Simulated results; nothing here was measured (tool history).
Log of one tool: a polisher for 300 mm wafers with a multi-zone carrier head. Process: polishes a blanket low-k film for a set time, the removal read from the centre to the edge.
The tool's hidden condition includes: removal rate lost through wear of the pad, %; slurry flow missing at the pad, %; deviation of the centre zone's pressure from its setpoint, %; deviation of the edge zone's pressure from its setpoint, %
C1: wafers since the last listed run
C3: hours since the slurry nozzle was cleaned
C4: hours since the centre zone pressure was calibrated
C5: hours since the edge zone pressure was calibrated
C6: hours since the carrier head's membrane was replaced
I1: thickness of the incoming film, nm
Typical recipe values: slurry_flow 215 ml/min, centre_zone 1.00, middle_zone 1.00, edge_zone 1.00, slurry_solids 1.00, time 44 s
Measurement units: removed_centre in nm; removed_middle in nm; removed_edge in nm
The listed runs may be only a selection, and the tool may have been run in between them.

run 1 hour=0.0 | slurry_flow=215 centre_zone=1.00 middle_zone=1.00 edge_zone=1.00 slurry_solids=1.00 time=44 | C1=0 wafers_polished_on_this_pad=23 C3=121.1 C4=1089.9 C5=384.9 C6=753.6 | I1=357.9 | removed_centre=20.6 removed_middle=20.1 removed_edge=21.2
run 2 hour=15.1 | slurry_flow=215 centre_zone=1.00 middle_zone=1.00 edge_zone=1.00 slurry_solids=1.00 time=44 | C1=158 wafers_polished_on_this_pad=181 C3=136.2 C4=1105.0 C5=400.0 C6=768.7 | I1=359.7 | removed_centre=20.4 removed_middle=20.3 removed_edge=21.1
run 3 hour=27.7 | slurry_flow=215 centre_zone=1.00 middle_zone=1.00 edge_zone=1.00 slurry_solids=1.00 time=44 | C1=131 wafers_polished_on_this_pad=313 C3=148.8 C4=1117.6 C5=412.6 C6=781.3 | I1=364.1 | removed_centre=20.3 removed_middle=20.0 removed_edge=20.9
run 4 hour=45.0 | slurry_flow=215 centre_zone=1.03 middle_zone=1.00 edge_zone=0.91 slurry_solids=1.00 time=44 | C1=181 wafers_polished_on_this_pad=494 C3=166.1 C4=1134.9 C5=429.9 C6=798.6 | I1=360.1 | removed_centre=21.3 removed_middle=20.0 removed_edge=20.0
run 5 hour=51.1 | slurry_flow=215 centre_zone=1.03 middle_zone=1.00 edge_zone=0.91 slurry_solids=1.00 time=44 | C1=63 wafers_polished_on_this_pad=557 C3=172.2 C4=1141.0 C5=436.0 C6=804.7 | I1=359.9 | removed_centre=21.1 removed_middle=19.9 removed_edge=19.9
run 6 hour=60.9 | slurry_flow=215 centre_zone=1.00 middle_zone=1.00 edge_zone=1.00 slurry_solids=1.00 time=44 | C1=102 wafers_polished_on_this_pad=660 C3=182.0 C4=1150.8 C5=445.8 C6=814.5 | I1=361.6 | removed_centre=20.4 removed_middle=19.8 removed_edge=20.8
-- hour=73.5 carrier head's membrane replaced by a new one
run 7 hour=75.2 | slurry_flow=215 centre_zone=1.00 middle_zone=1.00 edge_zone=1.00 slurry_solids=1.00 time=44 | C1=97 wafers_polished_on_this_pad=757 C3=196.3 C4=1165.1 C5=460.1 C6=1.7 | I1=353.6 | removed_centre=19.6 removed_middle=19.9 removed_edge=20.7
-- hour=86.9 edge zone pressure recalibrated
run 8 hour=92.1 | slurry_flow=215 centre_zone=1.00 middle_zone=1.00 edge_zone=1.00 slurry_solids=1.00 time=44 | C1=155 wafers_polished_on_this_pad=913 C3=213.2 C4=1182.0 C5=5.2 C6=18.6 | I1=363.2 | removed_centre=19.5 removed_middle=19.7 removed_edge=20.6
-- hour=100.2 slurry nozzle cleaned
run 9 hour=101.5 | slurry_flow=215 centre_zone=1.00 middle_zone=1.00 edge_zone=1.00 slurry_solids=1.00 time=44 | C1=87 wafers_polished_on_this_pad=1001 C3=1.3 C4=1191.4 C5=14.6 C6=28.0 | I1=358.4 | removed_centre=21.2 removed_middle=20.7 removed_edge=21.4
-- hour=111.6 worn pad replaced by a new one, of another model than before
run 10 hour=117.2 | slurry_flow=185 centre_zone=1.00 middle_zone=1.00 edge_zone=1.00 slurry_solids=1.00 time=44 | C1=122 wafers_polished_on_this_pad=58 C3=17.0 C4=1207.1 C5=30.3 C6=43.7 | I1=364.0 | removed_centre=20.1 removed_middle=20.2 removed_edge=20.8
run 11 hour=137.9 | slurry_flow=215 centre_zone=1.00 middle_zone=1.00 edge_zone=1.00 slurry_solids=1.00 time=44 | C1=216 wafers_polished_on_this_pad=274 C3=37.7 C4=1227.8 C5=51.0 C6=64.4 | I1=364.3 | removed_centre=20.8 removed_middle=20.4 removed_edge=21.3
run 12 hour=152.2 | slurry_flow=215 centre_zone=1.00 middle_zone=1.00 edge_zone=1.00 slurry_solids=1.25 time=31 | C1=149 wafers_polished_on_this_pad=424 C3=52.0 C4=1242.1 C5=65.3 C6=78.7 | I1=365.0 | removed_centre=15.1 removed_middle=15.4 removed_edge=15.9
run 13 hour=166.2 | slurry_flow=215 centre_zone=0.90 middle_zone=1.00 edge_zone=1.00 slurry_solids=1.00 time=44 | C1=146 wafers_polished_on_this_pad=571 C3=66.0 C4=1256.1 C5=79.3 C6=92.7 | I1=361.4 | removed_centre=18.7 removed_middle=20.4 removed_edge=21.2
-- hour=171.5 centre zone pressure recalibrated
run 14 hour=180.3 | slurry_flow=215 centre_zone=1.00 middle_zone=1.00 edge_zone=1.00 slurry_solids=0.85 time=48 | C1=126 wafers_polished_on_this_pad=697 C3=80.1 C4=8.8 C5=93.4 C6=106.8 | I1=363.3 | removed_centre=21.0 removed_middle=21.4 removed_edge=22.3
run 15 hour=187.3 | slurry_flow=215 centre_zone=1.07 middle_zone=1.00 edge_zone=1.00 slurry_solids=1.00 time=44 | C1=73 wafers_polished_on_this_pad=770 C3=87.1 C4=15.8 C5=100.4 C6=113.8 | I1=363.6 | removed_centre=21.7 removed_middle=20.4 removed_edge=20.7
-- hour=203.7 worn pad replaced by a new one
run 16 hour=204.2 | slurry_flow=215 centre_zone=1.00 middle_zone=1.00 edge_zone=1.00 slurry_solids=1.00 time=44 | C1=135 wafers_polished_on_this_pad=5 C3=104.0 C4=32.7 C5=117.3 C6=130.7 | I1=366.7 | removed_centre=20.8 removed_middle=20.2 removed_edge=20.9
run 17 hour=211.8 | slurry_flow=215 centre_zone=1.00 middle_zone=1.00 edge_zone=1.00 slurry_solids=0.75 time=44 | C1=79 wafers_polished_on_this_pad=85 C3=111.6 C4=40.3 C5=124.9 C6=138.3 | I1=359.9 | removed_centre=18.3 removed_middle=18.5 removed_edge=19.1
run 18 hour=225.9 | slurry_flow=215 centre_zone=1.00 middle_zone=1.00 edge_zone=1.00 slurry_solids=1.00 time=38 | C1=147 wafers_polished_on_this_pad=232 C3=125.7 C4=54.4 C5=139.0 C6=152.4 | I1=364.1 | removed_centre=17.4 removed_middle=17.0 removed_edge=17.8
run 19 hour=234.9 | slurry_flow=265 centre_zone=1.07 middle_zone=1.00 edge_zone=1.00 slurry_solids=1.00 time=44 | C1=94 wafers_polished_on_this_pad=326 C3=134.7 C4=63.4 C5=148.0 C6=161.4 | I1=359.3 | removed_centre=22.0 removed_middle=20.6 removed_edge=21.3
run 20 hour=251.9 | slurry_flow=215 centre_zone=1.00 middle_zone=1.00 edge_zone=1.00 slurry_solids=1.00 time=53 | C1=177 wafers_polished_on_this_pad=504 C3=151.7 C4=80.4 C5=165.0 C6=178.4 | I1=363.0 | removed_centre=23.5 removed_middle=23.6 removed_edge=24.5
run 21 hour=258.8 | slurry_flow=215 centre_zone=1.00 middle_zone=1.00 edge_zone=1.00 slurry_solids=1.00 time=44 | C1=72 wafers_polished_on_this_pad=577 C3=158.6 C4=87.3 C5=171.9 C6=185.3 | I1=359.6 | removed_centre=19.0 removed_middle=19.7 removed_edge=20.4
run 22 hour=265.6 | slurry_flow=195 centre_zone=0.95 middle_zone=1.00 edge_zone=1.00 slurry_solids=1.10 time=44 | C1=71 wafers_polished_on_this_pad=648 C3=165.4 C4=94.1 C5=178.7 C6=192.1 | I1=360.6 | removed_centre=18.8 removed_middle=19.2 removed_edge=20.4
run 23 hour=279.3 | slurry_flow=215 centre_zone=1.00 middle_zone=1.09 edge_zone=1.00 slurry_solids=1.00 time=44 | C1=143 wafers_polished_on_this_pad=791 C3=179.1 C4=107.8 C5=192.4 C6=205.8 | I1=355.4 | removed_centre=19.5 removed_middle=21.0 removed_edge=20.3

What the log doesn't show, run by run:
removal rate lost through wear of the pad, %: 0 across all the runs
deviation of the centre zone's pressure from its setpoint, %: 0 across all the runs
deviation of the edge zone's pressure from its setpoint, %: 0 across all the runs
H1: slurry flow missing at the pad, %
run=1 H1=24.6
run=2 H1=27
run=3 H1=29
run=4 H1=31.8
run=5 H1=32.8
run=6 H1=34.4
run=7 H1=36.7
run=8 H1=39.4
run=9 H1=4.02
run=10 H1=6.55
run=11 H1=9.87
run=12 H1=12.2
run=13 H1=14.4
run=14 H1=16.7
run=15 H1=17.8
run=16 H1=20.5
run=17 H1=21.7
run=18 H1=24
run=19 H1=25.5
run=20 H1=28.2
run=21 H1=29.3
run=22 H1=30.4
run=23 H1=32.6

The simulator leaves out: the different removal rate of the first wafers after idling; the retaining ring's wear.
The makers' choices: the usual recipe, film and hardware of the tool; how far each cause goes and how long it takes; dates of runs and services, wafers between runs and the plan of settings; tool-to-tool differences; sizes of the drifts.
